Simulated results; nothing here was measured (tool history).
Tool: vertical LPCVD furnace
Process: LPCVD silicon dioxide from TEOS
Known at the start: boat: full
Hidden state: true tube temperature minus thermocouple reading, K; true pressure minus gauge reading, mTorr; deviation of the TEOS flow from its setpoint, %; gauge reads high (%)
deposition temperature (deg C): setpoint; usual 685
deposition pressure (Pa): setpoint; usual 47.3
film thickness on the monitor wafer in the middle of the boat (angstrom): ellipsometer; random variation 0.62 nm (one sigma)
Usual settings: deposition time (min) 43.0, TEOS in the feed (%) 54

run	hour	deposition temperature (deg C)	deposition pressure (Pa)	deposition time (min)	TEOS in the feed (%)	wafers since the last listed run	hours since the last temperature calibration	hours since the pressure gauge was zeroed	hours since the TEOS flow controller was replaced	hours since the gauge calibration	read-back reference wafer on the same gauge, thickness	film thickness on the monitor wafer in the middle of the boat (angstrom)
1	0.0	685	47.3	43.0	54	0	681.0	1358.1	5822.0	1048.6	226.36	2096.0
2	41.1	677	47.3	43.0	54	914	722.1	1399.2	5863.1	1089.7	226.08	1733.7
3	98.8	677	47.3	43.0	54	1284	779.8	1456.9	5920.8	1147.4	225.75	1725.7
4	136.4	685	47.3	43.0	54	836	817.4	1494.5	5958.4	1185.0	225.42	2085.9
5	230.8	685	47.3	43.0	54	2101	911.8	1588.9	6052.8	1279.4	224.58	2088.6
6	276.4	685	47.3	43.0	54	1015	957.4	1634.5	6098.4	1325.0	224.34	2078.4
7	325.8	685	47.3	43.0	54	1099	1006.8	1683.9	6147.8	1374.4	223.80	2071.3
8	357.8	685	47.3	43.0	54	712	1038.8	1715.9	6179.8	1406.4	223.72	2076.9
9	385.9	694	47.3	43.0	58	625	1066.9	1744.0	6207.9	1434.5	223.45	2655.3
# hour 420.7: gauge calibrated
10	446.3	694	47.3	43.0	58	1344	1127.3	1804.4	6268.3	25.6	230.30	2746.4
11	516.0	685	47.3	50.5	46	1551	1197.0	1874.1	6338.0	95.3	230.20	2315.2
12	640.9	685	42.7	43.0	48	2780	1321.9	1999.0	6462.9	220.2	230.19	1916.0
13	695.7	697	53.3	29.0	50	1219	1376.7	2053.8	6517.7	275.0	230.17	1951.6
# hour 764.5: TEOS flow controller replaced
# hour 827.3: pressure gauge zeroed
# hour 838.2: thermocouples replaced and temperature profile calibrated
14	838.7	694	47.3	54.0	54	1871	0.5	11.4	74.2	418.0	229.81	3314.2
15	888.5	675	57.3	28.5	65	1108	50.3	61.2	124.0	467.8	229.93	1337.5
16	934.6	680	47.3	43.0	54	1026	96.4	107.3	170.1	513.9	229.46	1887.3
17	998.2	685	47.3	43.0	54	1415	160.0	170.9	233.7	577.5	229.33	2124.6
18	1065.5	677	47.3	43.0	54	1498	227.3	238.2	301.0	644.8	228.99	1751.4
19	1130.1	680	37.3	43.0	46	1438	291.9	302.8	365.6	709.4	228.76	1535.1
20	1171.5	685	47.3	43.0	54	921	333.3	344.2	407.0	750.8	228.70	2118.7
21	1201.7	685	47.3	43.0	54	672	363.5	374.4	437.2	781.0	228.45	2115.9

Measured less the same run without the tool's hidden state. The same run-to-run variation is in both; the gauge's scatter may not be:
run	film thickness on the monitor wafer in the middle of the boat (angstrom)
1	-34.3
2	-30.5
3	-33.5
4	-43.1
5	-50.1
6	-53.3
7	-57.1
8	-60.0
9	-79.7
10	+4.3
11	+3.3
12	+1.8
13	+1.1
14	-2.7
15	-1.9
16	-3.8
17	-6.3
18	-7.2
19	-8.1
20	-13.0
21	-14.2

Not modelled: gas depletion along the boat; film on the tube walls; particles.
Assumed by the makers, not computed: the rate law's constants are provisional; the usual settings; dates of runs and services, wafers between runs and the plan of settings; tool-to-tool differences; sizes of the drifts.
